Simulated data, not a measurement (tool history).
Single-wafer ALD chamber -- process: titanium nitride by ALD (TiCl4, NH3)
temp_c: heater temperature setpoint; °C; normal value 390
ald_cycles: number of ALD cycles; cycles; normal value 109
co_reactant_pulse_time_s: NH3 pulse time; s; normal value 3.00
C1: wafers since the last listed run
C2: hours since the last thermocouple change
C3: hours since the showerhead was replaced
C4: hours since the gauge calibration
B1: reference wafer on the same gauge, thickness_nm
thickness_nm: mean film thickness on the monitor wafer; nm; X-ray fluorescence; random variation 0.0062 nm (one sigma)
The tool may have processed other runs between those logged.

Run 1, day 0.000: usual settings; C1 0; C2 1333.7; C3 2840.5; C4 1088.1; B1 2.312. Result: thickness_nm 2.459 nm.
Run 2, day 3.925: usual settings; C1 270; C2 1427.9; C3 2934.7; C4 1182.3; B1 2.310. Result: thickness_nm 2.470 nm.
Run 3, day 6.425: usual settings but ald_cycles 99 cycles; C1 172; C2 1487.9; C3 2994.7; C4 1242.3; B1 2.312. Result: thickness_nm 2.237 nm.
Run 4, day 7.929: usual settings but ald_cycles 99 cycles; C1 103; C2 1524.0; C3 3030.8; C4 1278.4; B1 2.312. Result: thickness_nm 2.237 nm.
Run 5, day 11.625: usual settings but ald_cycles 99 cycles; C1 255; C2 1612.7; C3 3119.5; C4 1367.1; B1 2.311. Result: thickness_nm 2.232 nm.
At day 12.542: gauge calibrated.
Run 6, day 13.417: usual settings; C1 123; C2 1655.7; C3 3162.5; C4 21.0; B1 2.310. Result: thickness_nm 2.456 nm.
Run 7, day 15.821: usual settings; C1 165; C2 1713.4; C3 3220.2; C4 78.7; B1 2.311. Result: thickness_nm 2.470 nm.
Run 8, day 17.688: usual settings but temp_c 386 °C; C1 128; C2 1758.2; C3 3265.0; C4 123.5; B1 2.309. Result: thickness_nm 2.457 nm.
Run 9, day 20.742: usual settings but ald_cycles 115 cycles, co_reactant_pulse_time_s 3.94 s; C1 210; C2 1831.5; C3 3338.3; C4 196.8; B1 2.308. Result: thickness_nm 2.631 nm.
Run 10, day 24.338: usual settings; C1 248; C2 1917.8; C3 3424.6; C4 283.1; B1 2.308. Result: thickness_nm 2.458 nm.
Run 11, day 27.325: usual settings; C1 206; C2 1989.5; C3 3496.3; C4 354.8; B1 2.311. Result: thickness_nm 2.466 nm.
Run 12, day 29.458: usual settings; C1 147; C2 2040.7; C3 3547.5; C4 406.0; B1 2.309. Result: thickness_nm 2.464 nm.
Run 13, day 31.992: usual settings but co_reactant_pulse_time_s 3.69 s; C1 174; C2 2101.5; C3 3608.3; C4 466.8; B1 2.312. Result: thickness_nm 2.483 nm.
At day 43.300: thermocouple changed; heater temperature recalibrated.
Run 14, day 43.708: usual settings but co_reactant_pulse_time_s 3.69 s; C1 785; C2 9.8; C3 3889.5; C4 748.0; B1 2.310. Result: thickness_nm 2.488 nm.
Run 15, day 45.612: usual settings; C1 131; C2 55.5; C3 3935.2; C4 793.7; B1 2.312. Result: thickness_nm 2.466 nm.
Run 16, day 49.883: usual settings but temp_c 382 °C, ald_cycles 102 cycles, co_reactant_pulse_time_s 3.93 s; C1 294; C2 158.0; C3 4037.7; C4 896.2; B1 2.311. Result: thickness_nm 2.331 nm.
Run 17, day 53.892: usual settings but co_reactant_pulse_time_s 3.58 s; C1 276; C2 254.2; C3 4133.9; C4 992.4; B1 2.310. Result: thickness_nm 2.483 nm.
Run 18, day 55.554: usual settings; C1 114; C2 294.1; C3 4173.8; C4 1032.3; B1 2.308. Result: thickness_nm 2.447 nm.
At day 56.688: showerhead replaced.
Run 19, day 58.671: usual settings but ald_cycles 129 cycles; C1 192; C2 368.9; C3 47.6; C4 1107.1; B1 2.309. Result: thickness_nm 2.923 nm.
Run 20, day 62.942: usual settings but temp_c 404 °C, ald_cycles 128 cycles; C1 294; C2 471.4; C3 150.1; C4 1209.6; B1 2.310. Result: thickness_nm 2.914 nm.
Run 21, day 65.683: usual settings but temp_c 384 °C, ald_cycles 120 cycles, co_reactant_pulse_time_s 2.60 s; C1 189; C2 537.2; C3 215.9; C4 1275.4; B1 2.309. Result: thickness_nm 2.687 nm.
Run 22, day 67.708: usual settings but co_reactant_pulse_time_s 2.13 s; C1 139; C2 585.8; C3 264.5; C4 1324.0; B1 2.309. Result: thickness_nm 2.427 nm.
At day 69.408: gauge calibrated.
Run 23, day 70.888: usual settings; C1 219; C2 662.1; C3 340.8; C4 35.5; B1 2.309. Result: thickness_nm 2.466 nm.
Run 24, day 73.983: usual settings but temp_c 383 °C, ald_cycles 96 cycles, co_reactant_pulse_time_s 3.76 s; C1 213; C2 736.4; C3 415.1; C4 109.8; B1 2.310. Result: thickness_nm 2.181 nm.
Run 25, day 77.050: usual settings but temp_c 396 °C, ald_cycles 89 cycles, co_reactant_pulse_time_s 3.80 s; C1 211; C2 810.0; C3 488.7; C4 183.4; B1 2.309. Result: thickness_nm 2.038 nm.
Run 26, day 78.729: usual settings but co_reactant_pulse_time_s 2.22 s; C1 115; C2 850.3; C3 529.0; C4 223.7; B1 2.310. Result: thickness_nm 2.426 nm.
Run 27, day 82.638: usual settings but temp_c 378 °C, ald_cycles 91 cycles, co_reactant_pulse_time_s 3.95 s; C1 269; C2 944.1; C3 622.8; C4 317.5; B1 2.308. Result: thickness_nm 2.069 nm.
Run 28, day 86.588: usual settings; C1 272; C2 1038.9; C3 717.6; C4 412.3; B1 2.310. Result: thickness_nm 2.457 nm.
Run 29, day 89.875: usual settings; C1 226; C2 1117.8; C3 796.5; C4 491.2; B1 2.312. Result: thickness_nm 2.466 nm.

5 ways to go on from here, each from the tool as it stands after run 29. What would each give?
Run A, day 89.904: usual settings; C1 2; C2 1118.5; C3 797.2; C4 491.9; B1 ?. Result: thickness_nm ?.
Run B, day 89.904: usual settings but co_reactant_pulse_time_s 1.82 s; C1 2; C2 1118.5; C3 797.2; C4 491.9; B1 ?. Result: thickness_nm ?.
Run C, day 89.904: usual settings but temp_c 403 °C, ald_cycles 117 cycles; C1 2; C2 1118.5; C3 797.2; C4 491.9; B1 ?. Result: thickness_nm ?.
Run D, day 89.904: usual settings but temp_c 377 °C, ald_cycles 123 cycles, co_reactant_pulse_time_s 2.29 s; C1 2; C2 1118.5; C3 797.2; C4 491.9; B1 ?. Result: thickness_nm ?.
Run E, day 89.904: usual settings but temp_c 386 °C, co_reactant_pulse_time_s 2.00 s; C1 2; C2 1118.5; C3 797.2; C4 491.9; B1 ?. Result: thickness_nm ?.

run     B1  thickness_nm
  A  2.309         2.461
  B  2.309         2.399
  C  2.309         2.658
  D  2.309         2.716
  E  2.309         2.404
Without the tool's hidden state the same runs would have given:
run  thickness_nm
  A         2.461
  B         2.399
  C         2.658
  D         2.716
  E         2.404
